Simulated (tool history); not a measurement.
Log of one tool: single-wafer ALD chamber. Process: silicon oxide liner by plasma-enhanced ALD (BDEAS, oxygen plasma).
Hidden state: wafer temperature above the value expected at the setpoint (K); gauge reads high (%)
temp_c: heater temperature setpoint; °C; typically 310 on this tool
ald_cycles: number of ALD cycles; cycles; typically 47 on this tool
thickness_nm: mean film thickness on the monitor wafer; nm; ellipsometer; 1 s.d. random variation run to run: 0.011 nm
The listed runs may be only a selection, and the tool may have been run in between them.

run	day	temp_c	ald_cycles	wafers since the last listed run	hours since the last thermocouple change	hours since the gauge calibration	read-back reference wafer on the same gauge, thickness_nm	thickness_nm
1	0.000	304	40	0	2463.0	403.8	5.276	3.805
2	1.483	304	40	271	2498.6	439.4	5.280	3.835
3	1.767	310	47	51	2505.4	446.2	5.281	4.430
4	2.167	310	47	73	2515.0	455.8	5.279	4.463
5	2.504	310	47	61	2523.1	463.9	5.280	4.464
6	3.167	310	51	121	2539.0	479.8	5.281	4.825
7	3.817	310	51	119	2554.6	495.4	5.279	4.839
8	4.371	310	47	101	2567.9	508.7	5.283	4.458
9	4.992	310	47	113	2582.8	523.6	5.279	4.439
10	5.600	310	47	111	2597.4	538.2	5.283	4.449
11	6.138	310	47	98	2610.3	551.1	5.283	4.474
# day 6.908: thermocouple changed; heater temperature recalibrated
12	6.967	310	47	90	1.4	571.0	5.284	4.461
13	7.529	310	47	103	14.9	584.5	5.282	4.457
14	7.871	310	47	62	23.1	592.7	5.283	4.472
15	8.575	310	47	129	40.0	609.6	5.282	4.454
16	9.000	310	47	77	50.2	619.8	5.285	4.465
17	9.450	310	47	82	61.0	630.6	5.285	4.451
# day 9.700: gauge calibrated
18	9.896	310	47	81	71.7	4.7	5.220	4.393
19	10.279	310	47	70	80.9	13.9	5.219	4.402
20	10.838	310	47	102	94.3	27.3	5.226	4.425
21	11.512	310	47	123	110.5	43.5	5.229	4.400
22	12.217	315	47	129	127.4	60.4	5.233	4.384
23	12.729	310	47	93	139.7	72.7	5.237	4.401
24	13.358	310	47	115	154.8	87.8	5.239	4.407
25	13.804	301	47	81	165.5	98.5	5.242	4.469
26	14.525	310	47	132	182.8	115.8	5.248	4.403
27	15.208	321	39	125	199.2	132.2	5.249	3.613
28	15.942	297	39	134	216.8	149.8	5.252	3.741
29	16.338	323	38	72	226.3	159.3	5.251	3.526
30	16.788	310	47	82	237.1	170.1	5.254	4.413
31	17.242	319	47	83	248.0	181.0	5.256	4.385
32	17.854	310	47	112	262.7	195.7	5.254	4.441
33	18.146	300	38	53	269.7	202.7	5.258	3.622
34	18.479	310	50	61	277.7	210.7	5.260	4.719
35	19.629	297	38	210	305.3	238.3	5.258	3.662
36	20.129	298	49	91	317.3	250.3	5.261	4.691
37	20.533	318	56	74	327.0	260.0	5.263	5.221
38	21.754	302	47	223	356.3	289.3	5.265	4.496
39	22.108	321	43	64	364.8	297.8	5.265	3.996

Pick out some run-to-run changes in thickness_nm. Of each, how much would a tool without hidden state show as well, from the settings, what came in and chance, and how much is left for the hidden state and any gauge scatter not in both results compared?
Run 17 -> 18: gauge calibrated. thickness_nm -0.058 nm: hidden state -0.054, all else -0.004.
Run 33 -> 34: temp_c 300 -> 310, ald_cycles 38 -> 50. thickness_nm +1.097 nm: hidden state +0.009, all else +1.088.
Run 34 -> 35: temp_c 310 -> 297, ald_cycles 50 -> 38. thickness_nm -1.057 nm: hidden state -0.007, all else -1.050.
Run 35 -> 36: temp_c 297 -> 298, ald_cycles 38 -> 49. thickness_nm +1.029 nm: hidden state +0.009, all else +1.020.
